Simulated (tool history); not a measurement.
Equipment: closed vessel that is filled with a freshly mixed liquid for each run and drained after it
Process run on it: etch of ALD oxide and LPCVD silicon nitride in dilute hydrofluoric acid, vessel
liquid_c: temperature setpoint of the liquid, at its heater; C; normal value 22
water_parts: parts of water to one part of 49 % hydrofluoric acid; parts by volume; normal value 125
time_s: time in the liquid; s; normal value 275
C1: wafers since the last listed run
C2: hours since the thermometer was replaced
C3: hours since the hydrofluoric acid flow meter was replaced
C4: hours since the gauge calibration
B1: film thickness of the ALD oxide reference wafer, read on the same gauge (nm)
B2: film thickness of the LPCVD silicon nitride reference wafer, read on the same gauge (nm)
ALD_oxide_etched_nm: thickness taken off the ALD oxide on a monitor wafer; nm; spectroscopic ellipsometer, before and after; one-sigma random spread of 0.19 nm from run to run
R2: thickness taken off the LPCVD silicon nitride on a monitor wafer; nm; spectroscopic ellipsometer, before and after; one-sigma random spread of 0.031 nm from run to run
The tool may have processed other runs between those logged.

{"run": 1, "day": 0.0, "liquid_c": 20, "water_parts": 125, "time_s": 275, "C1": 0, "C2": 35, "C3": 228, "C4": 1421.7, "B1": 140, "B2": 39.987, "ALD_oxide_etched_nm": 21.61, "R2": 0.757}
{"run": 2, "day": 1.458, "liquid_c": 22, "water_parts": 175, "time_s": 275, "C1": 1929, "C2": 70, "C3": 263, "C4": 1456.7, "B1": 140, "B2": 40.031, "ALD_oxide_etched_nm": 15.81, "R2": 0.612}
{"run": 3, "day": 2.758, "liquid_c": 22, "water_parts": 175, "time_s": 275, "C1": 1719, "C2": 101.2, "C3": 294.2, "C4": 1487.9, "B1": 140, "B2": 40.009, "ALD_oxide_etched_nm": 15.89, "R2": 0.669}
{"run": 4, "day": 4.454, "liquid_c": 22, "water_parts": 175, "time_s": 275, "C1": 2243, "C2": 141.9, "C3": 334.9, "C4": 1528.6, "B1": 139.98, "B2": 40.007, "ALD_oxide_etched_nm": 15.88, "R2": 0.661}
{"run": 5, "day": 7.433, "liquid_c": 26.5, "water_parts": 125, "time_s": 275, "C1": 3941, "C2": 213.4, "C3": 406.4, "C4": 1600.1, "B1": 139.97, "B2": 40.006, "ALD_oxide_etched_nm": 27.6, "R2": 1.122}
{"run": 6, "day": 8.683, "liquid_c": 25.5, "water_parts": 170, "time_s": 425, "C1": 1653, "C2": 243.4, "C3": 436.4, "C4": 1630.1, "B1": 139.98, "B2": 39.994, "ALD_oxide_etched_nm": 28.68, "R2": 1.289}
{"run": 7, "day": 10.679, "liquid_c": 24.5, "water_parts": 165, "time_s": 200, "C1": 2640, "C2": 291.3, "C3": 484.3, "C4": 1678, "B1": 140, "B2": 39.963, "ALD_oxide_etched_nm": 13.69, "R2": 0.576}
{"run": 8, "day": 16.033, "liquid_c": 23.5, "water_parts": 95, "time_s": 110, "C1": 7083, "C2": 419.8, "C3": 612.8, "C4": 1806.5, "B1": 139.99, "B2": 40.007, "ALD_oxide_etched_nm": 13.6, "R2": 0.5}
{"run": 9, "day": 19.229, "liquid_c": 19.5, "water_parts": 155, "time_s": 420, "C1": 4228, "C2": 496.5, "C3": 689.5, "C4": 1883.2, "B1": 139.99, "B2": 40.017, "ALD_oxide_etched_nm": 25.38, "R2": 0.954}
{"run": 10, "day": 21.712, "liquid_c": 20, "water_parts": 170, "time_s": 395, "C1": 3285, "C2": 556.1, "C3": 749.1, "C4": 1942.8, "B1": 139.99, "B2": 39.989, "ALD_oxide_etched_nm": 21.55, "R2": 0.812}
{"day": 28.354, "done": "gauge calibrated"}
{"run": 11, "day": 28.583, "liquid_c": 20.5, "water_parts": 125, "time_s": 275, "C1": 9089, "C2": 721, "C3": 914, "C4": 5.5, "B1": 140.02, "B2": 40.015, "ALD_oxide_etched_nm": 22.16, "R2": 0.824}
{"run": 12, "day": 30.679, "liquid_c": 26, "water_parts": 95, "time_s": 400, "C1": 2772, "C2": 771.3, "C3": 964.3, "C4": 55.8, "B1": 140.02, "B2": 39.995, "ALD_oxide_etched_nm": 54.37, "R2": 2.147}
{"run": 13, "day": 31.683, "liquid_c": 24.5, "water_parts": 105, "time_s": 275, "C1": 1328, "C2": 795.4, "C3": 988.4, "C4": 79.9, "B1": 139.99, "B2": 40.038, "ALD_oxide_etched_nm": 31.53, "R2": 1.278}
{"run": 14, "day": 32.996, "liquid_c": 22, "water_parts": 125, "time_s": 275, "C1": 1736, "C2": 826.9, "C3": 1019.9, "C4": 111.4, "B1": 140.03, "B2": 40.003, "ALD_oxide_etched_nm": 23.51, "R2": 0.941}
{"run": 15, "day": 34.221, "liquid_c": 22, "water_parts": 175, "time_s": 275, "C1": 1620, "C2": 856.3, "C3": 1049.3, "C4": 140.8, "B1": 140.03, "B2": 40.002, "ALD_oxide_etched_nm": 15.9, "R2": 0.645}
{"run": 16, "day": 36.638, "liquid_c": 20.5, "water_parts": 110, "time_s": 415, "C1": 3197, "C2": 914.3, "C3": 1107.3, "C4": 198.8, "B1": 140.01, "B2": 40, "ALD_oxide_etched_nm": 38.84, "R2": 1.334}
{"run": 17, "day": 38.754, "liquid_c": 22, "water_parts": 125, "time_s": 200, "C1": 2800, "C2": 965.1, "C3": 1158.1, "C4": 249.6, "B1": 140, "B2": 40.008, "ALD_oxide_etched_nm": 16.81, "R2": 0.665}
{"run": 18, "day": 40.15, "liquid_c": 24.5, "water_parts": 125, "time_s": 275, "C1": 1846, "C2": 998.6, "C3": 1191.6, "C4": 283.1, "B1": 140, "B2": 40.001, "ALD_oxide_etched_nm": 25.98, "R2": 1.025}
{"run": 19, "day": 41.704, "liquid_c": 22, "water_parts": 125, "time_s": 275, "C1": 2056, "C2": 1035.9, "C3": 1228.9, "C4": 320.4, "B1": 140, "B2": 39.993, "ALD_oxide_etched_nm": 23.37, "R2": 0.852}
{"run": 20, "day": 43.975, "liquid_c": 25, "water_parts": 125, "time_s": 175, "C1": 3004, "C2": 1090.4, "C3": 1283.4, "C4": 374.9, "B1": 140, "B2": 39.983, "ALD_oxide_etched_nm": 16.81, "R2": 0.707}
{"run": 21, "day": 46.912, "liquid_c": 19, "water_parts": 105, "time_s": 190, "C1": 3886, "C2": 1160.9, "C3": 1353.9, "C4": 445.4, "B1": 139.97, "B2": 39.999, "ALD_oxide_etched_nm": 17.49, "R2": 0.584}
{"run": 22, "day": 49.812, "liquid_c": 20.5, "water_parts": 170, "time_s": 340, "C1": 3836, "C2": 1230.5, "C3": 1423.5, "C4": 515, "B1": 140, "B2": 40.018, "ALD_oxide_etched_nm": 19.23, "R2": 0.73}
{"run": 23, "day": 51.479, "liquid_c": 26.5, "water_parts": 155, "time_s": 275, "C1": 2204, "C2": 1270.5, "C3": 1463.5, "C4": 555, "B1": 139.98, "B2": 39.985, "ALD_oxide_etched_nm": 21.78, "R2": 0.989}
{"run": 24, "day": 52.942, "liquid_c": 22, "water_parts": 125, "time_s": 370, "C1": 1934, "C2": 1305.6, "C3": 1498.6, "C4": 590.1, "B1": 140, "B2": 40.004, "ALD_oxide_etched_nm": 31.2, "R2": 1.223}
{"run": 25, "day": 54.267, "liquid_c": 25.5, "water_parts": 125, "time_s": 275, "C1": 1752, "C2": 1337.4, "C3": 1530.4, "C4": 621.9, "B1": 140, "B2": 40.012, "ALD_oxide_etched_nm": 26.87, "R2": 1.183}
{"run": 26, "day": 55.875, "liquid_c": 18.5, "water_parts": 125, "time_s": 275, "C1": 2127, "C2": 1376, "C3": 1569, "C4": 660.5, "B1": 140, "B2": 40.045, "ALD_oxide_etched_nm": 20.26, "R2": 0.767}
{"run": 27, "day": 56.912, "liquid_c": 22, "water_parts": 125, "time_s": 275, "C1": 1372, "C2": 1400.9, "C3": 1593.9, "C4": 685.4, "B1": 140.01, "B2": 39.977, "ALD_oxide_etched_nm": 22.95, "R2": 0.882}

Below are 3 alternative next runs, each starting from the tool's condition after run 27. Predict each:
{"run": "A", "day": 56.942, "liquid_c": 24, "water_parts": 125, "time_s": 275, "C1": 38, "C2": 1401.6, "C3": 1594.6, "C4": 686.1, "B1": "?", "B2": "?", "ALD_oxide_etched_nm": "?", "R2": "?"}
{"run": "B", "day": 56.942, "liquid_c": 22, "water_parts": 185, "time_s": 275, "C1": 38, "C2": 1401.6, "C3": 1594.6, "C4": 686.1, "B1": "?", "B2": "?", "ALD_oxide_etched_nm": "?", "R2": "?"}
{"run": "C", "day": 56.942, "liquid_c": 26, "water_parts": 125, "time_s": 275, "C1": 38, "C2": 1401.6, "C3": 1594.6, "C4": 686.1, "B1": "?", "B2": "?", "ALD_oxide_etched_nm": "?", "R2": "?"}

run=A B1=139.99 B2=40.005 ALD_oxide_etched_nm=25.42 R2=0.96
run=B B1=139.99 B2=40.005 ALD_oxide_etched_nm=14.88 R2=0.573
run=C B1=139.99 B2=40.005 ALD_oxide_etched_nm=27.46 R2=1.092
With no hidden state in the tool, these same runs would have given:
run=A ALD_oxide_etched_nm=25.42 R2=0.96
run=B ALD_oxide_etched_nm=14.88 R2=0.573
run=C ALD_oxide_etched_nm=27.46 R2=1.092
